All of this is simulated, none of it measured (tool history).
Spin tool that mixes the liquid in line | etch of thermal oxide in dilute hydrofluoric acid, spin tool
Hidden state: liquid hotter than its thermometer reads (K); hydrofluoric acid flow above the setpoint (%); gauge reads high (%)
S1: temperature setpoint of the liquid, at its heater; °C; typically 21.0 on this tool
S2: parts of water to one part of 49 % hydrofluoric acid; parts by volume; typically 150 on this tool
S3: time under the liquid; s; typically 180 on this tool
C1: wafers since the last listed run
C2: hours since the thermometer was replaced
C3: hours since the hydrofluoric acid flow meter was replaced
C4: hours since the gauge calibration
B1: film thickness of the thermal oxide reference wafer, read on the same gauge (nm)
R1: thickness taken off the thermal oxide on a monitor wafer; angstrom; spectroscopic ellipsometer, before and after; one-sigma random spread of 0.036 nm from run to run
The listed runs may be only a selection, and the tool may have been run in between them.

run   hour    S1   S2   S3   C1      C2     C3     C4      B1      R1
  1    0.0  21.0  150  180    0  1442.3  331.9  124.7  80.316   47.55
  2   27.0  21.0  150  180  150  1469.3  358.9  151.7  80.335   48.00
  3   49.3  21.0  185  215  124  1491.6  381.2  174.0  80.358   45.61
  4   76.8  19.0  150  100  153  1519.1  408.7  201.5  80.409   24.22
  5   95.7  21.0  130  180  105  1538.0  427.6  220.4  80.430   56.42
  6  113.5  21.0  150  180   99  1555.8  445.4  238.2  80.479   48.28
  7  138.6  21.0  150  180  139  1580.9  470.5  263.3  80.523   48.41
  8  152.7  17.5  150  180   78  1595.0  484.6  277.4  80.588   41.92
  9  186.7  23.5   90  180  189  1629.0  518.6  311.4  80.699   95.76
 10  210.2  23.5   90  180  130  1652.5  542.1  334.9  80.764   94.31
 11  235.8  23.5   90  180  142  1678.1  567.7  360.5  80.866   94.86
     253.9  -- hydrofluoric acid flow meter replaced
 12  259.4  21.0  150  205  125  1701.7    5.5  384.1  80.909   54.55
 13  278.5  21.0  150  205  106  1720.8   24.6  403.2  80.988   55.26
 14  298.3  21.0  150  205  110  1740.6   44.4  423.0  81.070   54.84
 15  325.8  21.0  150  180  153  1768.1   71.9  450.5  81.173   48.93
 16  379.0  17.0  115  100  296  1821.3  125.1  503.7  81.462   31.45
     393.7  -- thermometer replaced
 17  403.2  23.5  170  180  129     9.5  149.3  527.9  81.564   46.06
 18  421.6  21.0  115  110  102    27.9  167.7  546.3  81.666   39.97
 19  453.6  19.5  150  180  178    59.9  199.7  578.3  81.846   45.72
 20  480.8  21.0  175  180  151    87.1  226.9  605.5  82.000   41.05
 21  515.5  21.0  150  180  193   121.8  261.6  640.2  82.210   48.28
     525.5  -- gauge calibrated
 22  539.1  18.0  150  180  131   145.4  285.2   13.6  79.950   42.50
 23  561.8  21.0  150  180  126   168.1  307.9   36.3  79.970   47.95
 24  574.9  24.5  170  180   72   181.2  321.0   49.4  79.936   46.60
 25  607.4  17.0  150  180  180   213.7  353.5   81.9  79.992   40.90
 26  637.0  21.0  220  180  164   243.3  383.1  111.5  79.990   30.15
 27  666.4  26.0  185  230  163   272.7  412.5  140.9  80.042   57.44
 28  700.6  23.0   85  265  190   306.9  446.7  175.1  80.100  145.40
 29  725.5  21.0  150  180  138   331.8  471.6  200.0  80.123   47.17
 30  758.8  17.0  185  135  185   365.1  504.9  233.3  80.191   24.08

Here are 3 independent what-if runs from the current tool condition. What would each one return?
  A  759.3  21.0  150  180   2  365.6  505.4  233.8   ?   ?
  B  759.3  17.0   90  210   2  365.6  505.4  233.8   ?   ?
  C  759.3  17.0  115  145   2  365.6  505.4  233.8   ?   ?

run      B1     R1
  A  80.182  48.48
  B  80.182  85.27
  C  80.182  44.90
Take away the tool's hidden state, keep each run's random variation, and the runs would have read:
run     R1
  A  48.35
  B  85.06
  C  44.79
